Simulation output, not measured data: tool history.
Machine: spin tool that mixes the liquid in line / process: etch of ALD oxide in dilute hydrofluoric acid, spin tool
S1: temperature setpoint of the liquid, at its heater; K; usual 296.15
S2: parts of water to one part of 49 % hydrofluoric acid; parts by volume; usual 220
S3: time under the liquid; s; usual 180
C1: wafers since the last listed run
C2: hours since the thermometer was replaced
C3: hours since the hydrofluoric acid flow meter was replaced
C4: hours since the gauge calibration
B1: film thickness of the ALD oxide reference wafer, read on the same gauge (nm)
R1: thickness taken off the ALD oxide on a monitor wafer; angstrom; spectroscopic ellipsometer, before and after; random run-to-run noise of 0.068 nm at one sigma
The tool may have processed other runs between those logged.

run     day      S1   S2   S3   C1      C2      C3     C4     B1     R1
  1       0  296.15  220  180    0  1500.8  1666.7  116.4  49.99   99.6
  2   0.833  296.15  220  180  113  1520.8  1686.7  136.4  50.03   99.4
  3     1.4  296.15  220  180   77  1534.4  1700.3    150     50   99.4
  4   2.329  296.15  220  180  126  1556.7  1722.6  172.3     50   99.5
  5   3.079  296.15  220  180  102  1574.7  1740.6  190.3     50   99.8
  6   4.179  296.15  220  180  149  1601.1    1767  216.7  49.99   99.1
  7   4.946  296.15  220  180  104  1619.5  1785.4  235.1  50.01   99.6
  8   6.121  296.15  220  180  159  1647.7  1813.6  263.3  49.99  100.7
  9   7.433  296.15  220  180  178  1679.2  1845.1  294.8  50.01   99.5
 10   8.871  296.15  220  180  195  1713.7  1879.6  329.3  49.98  100.4
 11   9.462  294.15  220  180   80  1727.9  1893.8  343.5  49.98   92.9
 12  10.379  298.15  180  180  124  1749.9  1915.8  365.5  49.99  136.6
 13  11.408  298.65  220  180  140  1774.6  1940.5  390.2  50.01    108
 14  12.217  298.65  220  180  109    1794  1959.9  409.6  49.96  110.1
 15  13.679  292.65  220  270  198  1829.1    1995  444.7  49.97    132
 16  14.508  296.15  220  180  112    1849  2014.9  464.6     50   98.8
 17  15.942  293.65  220  140  195  1883.4  2049.3    499  49.98   70.5
     16.654  -- hydrofluoric acid flow meter replaced
 18  16.675  296.15  220  180   94    1901     0.5  516.6  49.99   99.6
     17.921  -- thermometer replaced
 19  20.038  296.15  220  180  451    50.8    81.2  597.3  49.97  100.5
 20  21.112  291.65  300   75  146    76.6     107  623.1  49.99     24
 21  22.058  296.15  285  220  128    99.3   129.7  645.8  49.98     88
 22  22.946  298.15  220  245  120   120.6     151  667.1  50.01    146

Forecast run 23:
 23  23.917  296.15  180  180  132  143.9  174.3  690.4   ?   ?

Run 23 gave B1 49.99, R1 127.9 angstrom.
Had the tool carried no hidden state, the very same run would have given R1 127.9 angstrom.
